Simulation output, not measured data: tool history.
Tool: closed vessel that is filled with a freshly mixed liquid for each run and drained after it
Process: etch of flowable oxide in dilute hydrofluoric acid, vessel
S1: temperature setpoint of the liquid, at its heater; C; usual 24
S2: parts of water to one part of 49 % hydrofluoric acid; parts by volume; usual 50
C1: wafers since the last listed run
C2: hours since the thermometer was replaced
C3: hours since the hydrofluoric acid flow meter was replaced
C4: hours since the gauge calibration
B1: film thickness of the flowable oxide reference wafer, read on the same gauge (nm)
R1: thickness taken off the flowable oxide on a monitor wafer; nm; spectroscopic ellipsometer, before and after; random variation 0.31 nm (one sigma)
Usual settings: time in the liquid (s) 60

run 1 day=0 | S1=24 S2=50 time_in_the_liquid_(s)=50 | C1=0 C2=1640 C3=918.1 C4=806.6 | B1=80.03 | R1=31.33
run 2 day=1.208 | S1=24 S2=35 time_in_the_liquid_(s)=60 | C1=3379 C2=1669 C3=947.1 C4=835.6 | B1=80 | R1=55.02
run 3 day=1.95 | S1=24 S2=35 time_in_the_liquid_(s)=60 | C1=2074 C2=1686.8 C3=964.9 C4=853.4 | B1=79.99 | R1=55.88
run 4 day=2.854 | S1=24 S2=50 time_in_the_liquid_(s)=60 | C1=2528 C2=1708.5 C3=986.6 C4=875.1 | B1=80 | R1=38.16
run 5 day=3.721 | S1=24 S2=50 time_in_the_liquid_(s)=60 | C1=2424 C2=1729.3 C3=1007.4 C4=895.9 | B1=79.97 | R1=38.2
run 6 day=4.396 | S1=24 S2=50 time_in_the_liquid_(s)=60 | C1=1887 C2=1745.5 C3=1023.6 C4=912.1 | B1=79.98 | R1=38.32
run 7 day=5.629 | S1=24 S2=50 time_in_the_liquid_(s)=60 | C1=3449 C2=1775.1 C3=1053.2 C4=941.7 | B1=80.01 | R1=37.82
run 8 day=6.571 | S1=24 S2=50 time_in_the_liquid_(s)=60 | C1=2633 C2=1797.7 C3=1075.8 C4=964.3 | B1=80.02 | R1=37.52
run 9 day=7.692 | S1=24 S2=50 time_in_the_liquid_(s)=60 | C1=3134 C2=1824.6 C3=1102.7 C4=991.2 | B1=80.04 | R1=38.33
run 10 day=8.933 | S1=24 S2=50 time_in_the_liquid_(s)=60 | C1=3472 C2=1854.4 C3=1132.5 C4=1021 | B1=79.98 | R1=38.09
run 11 day=9.667 | S1=24 S2=50 time_in_the_liquid_(s)=60 | C1=2051 C2=1872 C3=1150.1 C4=1038.6 | B1=79.99 | R1=38.03
-- day=10.775 thermometer replaced
run 12 day=11.117 | S1=24 S2=50 time_in_the_liquid_(s)=60 | C1=3939 C2=8.2 C3=1184.9 C4=1073.4 | B1=79.98 | R1=37.66
run 13 day=11.725 | S1=24 S2=50 time_in_the_liquid_(s)=60 | C1=1701 C2=22.8 C3=1199.5 C4=1088 | B1=79.96 | R1=38.67
run 14 day=15.838 | S1=24 S2=50 time_in_the_liquid_(s)=60 | C1=11502 C2=121.5 C3=1298.2 C4=1186.7 | B1=80.01 | R1=37.83
run 15 day=16.746 | S1=27 S2=35 time_in_the_liquid_(s)=35 | C1=2540 C2=143.3 C3=1320 C4=1208.5 | B1=79.96 | R1=35.92
run 16 day=17.958 | S1=24 S2=50 time_in_the_liquid_(s)=60 | C1=3391 C2=172.4 C3=1349.1 C4=1237.6 | B1=80.01 | R1=38.18
run 17 day=18.908 | S1=24 S2=50 time_in_the_liquid_(s)=80 | C1=2657 C2=195.2 C3=1371.9 C4=1260.4 | B1=79.99 | R1=50.99
run 18 day=19.883 | S1=24 S2=50 time_in_the_liquid_(s)=60 | C1=2727 C2=218.6 C3=1395.3 C4=1283.8 | B1=80 | R1=38.18
run 19 day=20.712 | S1=27.5 S2=60 time_in_the_liquid_(s)=60 | C1=2319 C2=238.5 C3=1415.2 C4=1303.7 | B1=79.99 | R1=35.87
-- day=21.083 gauge calibrated
run 20 day=22 | S1=24 S2=50 time_in_the_liquid_(s)=40 | C1=3601 C2=269.4 C3=1446.1 C4=22 | B1=79.98 | R1=25.21
run 21 day=23.112 | S1=20 S2=30 time_in_the_liquid_(s)=60 | C1=3111 C2=296.1 C3=1472.8 C4=48.7 | B1=79.97 | R1=54.97
run 22 day=24.15 | S1=20 S2=30 time_in_the_liquid_(s)=80 | C1=2901 C2=321 C3=1497.7 C4=73.6 | B1=80.01 | R1=73.83
-- day=27.821 hydrofluoric acid flow meter replaced
run 23 day=28.55 | S1=24 S2=50 time_in_the_liquid_(s)=60 | C1=12190 C2=426.6 C3=17.5 C4=179.2 | B1=79.97 | R1=37.96
run 24 day=29.138 | S1=24 S2=50 time_in_the_liquid_(s)=90 | C1=1643 C2=440.7 C3=31.6 C4=193.3 | B1=80.04 | R1=57.28
run 25 day=30.429 | S1=24 S2=50 time_in_the_liquid_(s)=60 | C1=3612 C2=471.7 C3=62.6 C4=224.3 | B1=80.03 | R1=38.24
run 26 day=31.788 | S1=24 S2=50 time_in_the_liquid_(s)=60 | C1=3799 C2=504.3 C3=95.2 C4=256.9 | B1=79.96 | R1=38.32
run 27 day=33.246 | S1=24 S2=40 time_in_the_liquid_(s)=60 | C1=4078 C2=539.3 C3=130.2 C4=291.9 | B1=80.01 | R1=48.04
run 28 day=34.067 | S1=22.5 S2=50 time_in_the_liquid_(s)=60 | C1=2295 C2=559 C3=149.9 C4=311.6 | B1=79.99 | R1=35.55
run 29 day=35.35 | S1=24 S2=50 time_in_the_liquid_(s)=60 | C1=3589 C2=589.8 C3=180.7 C4=342.4 | B1=79.99 | R1=38.88
run 30 day=36.354 | S1=24 S2=50 time_in_the_liquid_(s)=60 | C1=2808 C2=613.9 C3=204.8 C4=366.5 | B1=79.99 | R1=38.57
run 31 day=37.183 | S1=24 S2=50 time_in_the_liquid_(s)=60 | C1=2319 C2=633.8 C3=224.7 C4=386.4 | B1=80.04 | R1=38.62
run 32 day=38.538 | S1=22.5 S2=65 time_in_the_liquid_(s)=85 | C1=3787 C2=666.3 C3=257.2 C4=418.9 | B1=80.05 | R1=37.87
run 33 day=39.088 | S1=20 S2=60 time_in_the_liquid_(s)=70 | C1=1538 C2=679.5 C3=270.4 C4=432.1 | B1=79.99 | R1=31.43
run 34 day=39.642 | S1=20 S2=50 time_in_the_liquid_(s)=60 | C1=1550 C2=692.8 C3=283.7 C4=445.4 | B1=79.96 | R1=32.29
run 35 day=40.462 | S1=22.5 S2=60 time_in_the_liquid_(s)=40 | C1=2295 C2=712.5 C3=303.4 C4=465.1 | B1=79.99 | R1=19.4

Hidden state at the last listed run before each entry between runs and at the first one after, where it differs:
Between runs 11 and 12: thermometer replaced (day 10.775)
  no hidden state differs between the two runs
Between runs 19 and 20: gauge calibrated (day 21.083)
  no hidden state differs between the two runs
Between runs 22 and 23: hydrofluoric acid flow meter replaced (day 27.821)
  no hidden state differs between the two runs
